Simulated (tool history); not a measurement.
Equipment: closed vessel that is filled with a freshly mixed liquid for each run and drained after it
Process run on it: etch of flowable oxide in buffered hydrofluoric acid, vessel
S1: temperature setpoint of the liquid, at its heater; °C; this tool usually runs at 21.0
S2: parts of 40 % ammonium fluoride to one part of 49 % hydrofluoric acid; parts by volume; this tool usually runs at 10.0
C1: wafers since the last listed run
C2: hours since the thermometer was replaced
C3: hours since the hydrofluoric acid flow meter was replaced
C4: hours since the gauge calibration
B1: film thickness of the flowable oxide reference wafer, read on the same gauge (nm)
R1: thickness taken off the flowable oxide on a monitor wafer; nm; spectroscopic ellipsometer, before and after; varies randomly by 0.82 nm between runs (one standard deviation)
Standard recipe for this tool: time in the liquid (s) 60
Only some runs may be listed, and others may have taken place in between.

Run 1, hour 0.0: usual settings but S1 17.5 °C, S2 9.0 parts by volume; C1 0; C2 855.6; C3 1306.7; C4 281.3; B1 139.94. Result: R1 142.97 nm.
Run 2, hour 34.4: usual settings but S1 17.5 °C, S2 9.0 parts by volume; C1 4245; C2 890.0; C3 1341.1; C4 315.7; B1 139.97. Result: R1 145.19 nm.
Run 3, hour 63.3: usual settings but time in the liquid (s) 80; C1 3566; C2 918.9; C3 1370.0; C4 344.6; B1 139.98. Result: R1 216.34 nm.
Run 4, hour 83.1: usual settings but time in the liquid (s) 80; C1 2443; C2 938.7; C3 1389.8; C4 364.4; B1 140.02. Result: R1 219.28 nm.
Run 5, hour 108.4: usual settings but time in the liquid (s) 85; C1 3122; C2 964.0; C3 1415.1; C4 389.7; B1 139.97. Result: R1 232.86 nm.
Run 6, hour 130.5: usual settings but time in the liquid (s) 85; C1 2727; C2 986.1; C3 1437.2; C4 411.8; B1 139.96. Result: R1 234.01 nm.
Run 7, hour 156.0: usual settings; C1 3147; C2 1011.6; C3 1462.7; C4 437.3; B1 140.04. Result: R1 164.81 nm.
Run 8, hour 188.9: usual settings; C1 4060; C2 1044.5; C3 1495.6; C4 470.2; B1 140.00. Result: R1 165.50 nm.
Run 9, hour 207.8: usual settings; C1 2332; C2 1063.4; C3 1514.5; C4 489.1; B1 139.99. Result: R1 166.52 nm.
Run 10, hour 223.2: usual settings; C1 1900; C2 1078.8; C3 1529.9; C4 504.5; B1 140.04. Result: R1 167.67 nm.
Run 11, hour 255.1: usual settings but S1 26.0 °C, time in the liquid (s) 30; C1 3937; C2 1110.7; C3 1561.8; C4 536.4; B1 140.00. Result: R1 109.93 nm.
At hour 268.4: gauge calibrated.
Run 12, hour 271.2: usual settings but S1 17.0 °C, S2 12.0 parts by volume, time in the liquid (s) 85; C1 1987; C2 1126.8; C3 1577.9; C4 2.8; B1 140.03. Result: R1 159.68 nm.
Run 13, hour 284.2: usual settings but S2 8.5 parts by volume; C1 1604; C2 1139.8; C3 1590.9; C4 15.8; B1 139.97. Result: R1 191.05 nm.
At hour 299.6: hydrofluoric acid flow meter replaced.
At hour 303.8: thermometer replaced.
Run 14, hour 306.0: usual settings; C1 2443; C2 2.2; C3 6.4; C4 37.6; B1 140.04. Result: R1 151.52 nm.

Expected results for the next run?
Run 15, hour 332.9: usual settings but S1 23.5 °C, time in the liquid (s) 35; C1 3319; C2 29.1; C3 33.3; C4 64.5; B1 ?. Result: R1 ?.

{"run 15": {"B1": 139.99, "R1": 101.51}}
Had the tool carried no hidden state, the very same run would have given R1 99.48 nm.
